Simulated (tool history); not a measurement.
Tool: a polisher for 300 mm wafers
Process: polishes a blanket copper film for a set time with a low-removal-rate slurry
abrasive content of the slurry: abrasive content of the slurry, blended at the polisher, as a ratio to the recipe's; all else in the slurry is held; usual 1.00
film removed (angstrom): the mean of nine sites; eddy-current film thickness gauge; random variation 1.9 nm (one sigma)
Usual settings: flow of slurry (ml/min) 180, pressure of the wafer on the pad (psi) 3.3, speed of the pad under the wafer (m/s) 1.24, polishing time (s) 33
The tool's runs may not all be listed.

run    hour  flow of slurry (ml/min)  pressure of the wafer on the pad (psi)  speed of the pad under the wafer (m/s)  abrasive content of the slurry  polishing time (s)  incoming thickness of the incoming film, nm  film removed (angstrom)
  1     0.0                      180                                     3.3                                    1.24                            1.00                  33                                       1159.4                     1197
       27.3  -- slurry nozzle cleaned
       89.8  -- worn pad replaced by a new one
  2   209.3                      180                                     3.3                                    1.24                            1.00                  33                                       1131.8                     1092
      250.7  -- slurry blender recalibrated
  3   264.8                      180                                     3.3                                    1.24                            1.00                  33                                       1158.4                     1278
  4   317.0                      180                                     3.3                                    1.24                            1.00                  36                                       1123.6                     1372
  5   386.5                      180                                     3.3                                    1.24                            1.00                  36                                       1151.8                     1291
  6   422.0                      180                                     3.3                                    1.24                            1.00                  36                                       1128.2                     1266
      444.7  -- worn pad replaced by a new one
  7   490.2                      180                                     3.3                                    1.24                            1.00                  33                                       1123.8                     1179
  8   532.1                      180                                     3.3                                    1.24                            1.00                  33                                       1151.7                     1131
      556.9  -- slurry blender recalibrated
  9   571.3                      180                                     3.3                                    1.24                            1.00                  33                                       1160.8                     1282
 10   612.7                      180                                     3.3                                    1.24                            1.00                  33                                       1122.4                     1267
 11   672.6                      180                                     3.3                                    1.24                            1.00                  33                                       1144.1                     1184
 12   731.0                      180                                     3.3                                    1.24                            1.00                  33                                       1139.0                     1154
      775.6  -- worn pad replaced by a new one
 13   798.7                      180                                     3.3                                    1.24                            1.00                  33                                       1153.8                     1234
 14   845.3                      145                                     2.9                                    1.24                            1.00                  33                                       1134.2                      954
 15   876.4                      130                                     3.3                                    1.24                            0.85                  33                                       1138.8                      997
      885.6  -- slurry nozzle cleaned
      890.3  -- head pressure recalibrated
 16   915.6                      180                                     3.3                                    1.24                            1.00                  33                                       1138.6                     1053
      925.1  -- slurry blender recalibrated
 17   968.5                      180                                     4.1                                    1.24                            1.00                  38                                       1127.7                     1761
 18  1010.5                      180                                     3.3                                    1.24                            1.00                  33                                       1124.6                     1169
 19  1067.4                      180                                     2.7                                    1.24                            1.15                  28                                       1153.3                      821
     1093.5  -- worn pad replaced by a new one
 20  1121.4                      180                                     4.2                                    0.94                            1.25                  33                                       1139.5                     1273
     1258.3  -- slurry blender recalibrated
 21  1270.3                      180                                     2.5                                    1.24                            1.00                  33                                       1134.6                      950
 22  1304.4                      235                                     3.3                                    1.24                            0.75                  33                                       1156.5                     1127
 23  1345.5                      180                                     4.4                                    1.24                            1.00                  33                                       1156.9                     1589
 24  1398.7                      180                                     3.3                                    1.24                            1.00                  33                                       1141.0                     1146
     1466.7  -- worn pad replaced by a new one
 25  1467.2                      180                                     3.3                                    1.24                            1.00                  33                                       1133.2                     1267
 26  1509.6                      180                                     3.3                                    1.24                            1.00                  39                                       1158.4                     1424
     1540.9  -- slurry nozzle cleaned
 27  1578.8                      180                                     3.3                                    1.24                            1.25                  40                                       1162.0                     1405
 28  1617.9                      180                                     3.3                                    1.24                            1.10                  33                                       1156.2                     1072
     1643.8  -- slurry blender recalibrated
 29  1687.2                      180                                     3.3                                    1.24                            1.00                  33                                       1153.3                     1285

3 ways to go on from here, each from the tool as it stands after run 29. What would each give?
  A  1687.6                      180                                     3.3                                    1.58                            1.00                  33                                       1149.5                        ?
  B  1687.6                      140                                     3.3                                    1.44                            1.00                  33                                       1149.5                        ?
  C  1687.6                      180                                     3.3                                    1.62                            1.20                  33                                       1149.5                        ?

run  film removed (angstrom)
  A                     1570
  B                     1378
  C                     1710
Without the tool's hidden state the same runs would have given:
run  film removed (angstrom)
  A                     1808
  B                     1587
  C                     1972
